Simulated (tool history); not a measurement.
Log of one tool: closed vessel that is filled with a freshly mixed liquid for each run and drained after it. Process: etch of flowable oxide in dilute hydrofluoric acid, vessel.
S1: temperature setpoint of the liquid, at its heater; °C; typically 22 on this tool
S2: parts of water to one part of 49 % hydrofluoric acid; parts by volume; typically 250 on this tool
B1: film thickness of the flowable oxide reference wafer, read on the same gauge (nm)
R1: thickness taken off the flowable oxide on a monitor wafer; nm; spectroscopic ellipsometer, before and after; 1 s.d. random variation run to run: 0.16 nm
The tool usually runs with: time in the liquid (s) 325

{"run": 1, "hour": 0.0, "S1": 22, "S2": 250, "time in the liquid (s)": 325, "B1": 60.02, "R1": 33.73}
{"run": 2, "hour": 17.6, "S1": 22, "S2": 250, "time in the liquid (s)": 325, "B1": 59.95, "R1": 33.45}
{"run": 3, "hour": 24.3, "S1": 22, "S2": 250, "time in the liquid (s)": 325, "B1": 60.01, "R1": 33.5}
{"run": 4, "hour": 39.6, "S1": 22, "S2": 250, "time in the liquid (s)": 325, "B1": 60.05, "R1": 33.28}
{"run": 5, "hour": 55.5, "S1": 22, "S2": 250, "time in the liquid (s)": 325, "B1": 60.01, "R1": 33.26}
{"run": 6, "hour": 73.4, "S1": 22, "S2": 250, "time in the liquid (s)": 325, "B1": 59.99, "R1": 33.16}
{"run": 7, "hour": 83.7, "S1": 22, "S2": 250, "time in the liquid (s)": 325, "B1": 60.02, "R1": 33.43}
{"run": 8, "hour": 94.2, "S1": 22, "S2": 250, "time in the liquid (s)": 325, "B1": 59.97, "R1": 33.1}
{"run": 9, "hour": 102.9, "S1": 22, "S2": 250, "time in the liquid (s)": 325, "B1": 60.02, "R1": 32.91}
{"hour": 108.6, "done": "gauge calibrated"}
{"run": 10, "hour": 110.6, "S1": 22, "S2": 280, "time in the liquid (s)": 325, "B1": 59.99, "R1": 28.71}
{"run": 11, "hour": 120.3, "S1": 22, "S2": 280, "time in the liquid (s)": 325, "B1": 60.01, "R1": 28.58}
{"run": 12, "hour": 136.2, "S1": 22, "S2": 250, "time in the liquid (s)": 325, "B1": 59.99, "R1": 33.07}
{"run": 13, "hour": 146.0, "S1": 22, "S2": 250, "time in the liquid (s)": 325, "B1": 60.02, "R1": 32.9}
{"hour": 154.9, "done": "hydrofluoric acid flow meter replaced"}
{"run": 14, "hour": 196.9, "S1": 20, "S2": 215, "time in the liquid (s)": 420, "B1": 59.98, "R1": 54.46}
{"hour": 204.6, "done": "thermometer replaced"}
{"run": 15, "hour": 209.3, "S1": 22, "S2": 250, "time in the liquid (s)": 325, "B1": 60.01, "R1": 40.59}

Run 16, settings as shown, results not yet in. Your forecast:
{"run": 16, "hour": 220.1, "S1": 27, "S2": 140, "time in the liquid (s)": 270, "B1": "?", "R1": "?"}

{"run 16": {"B1": 59.97, "R1": 81.26}}
Had the tool carried no hidden state, the very same run would have given R1 83.61 nm.
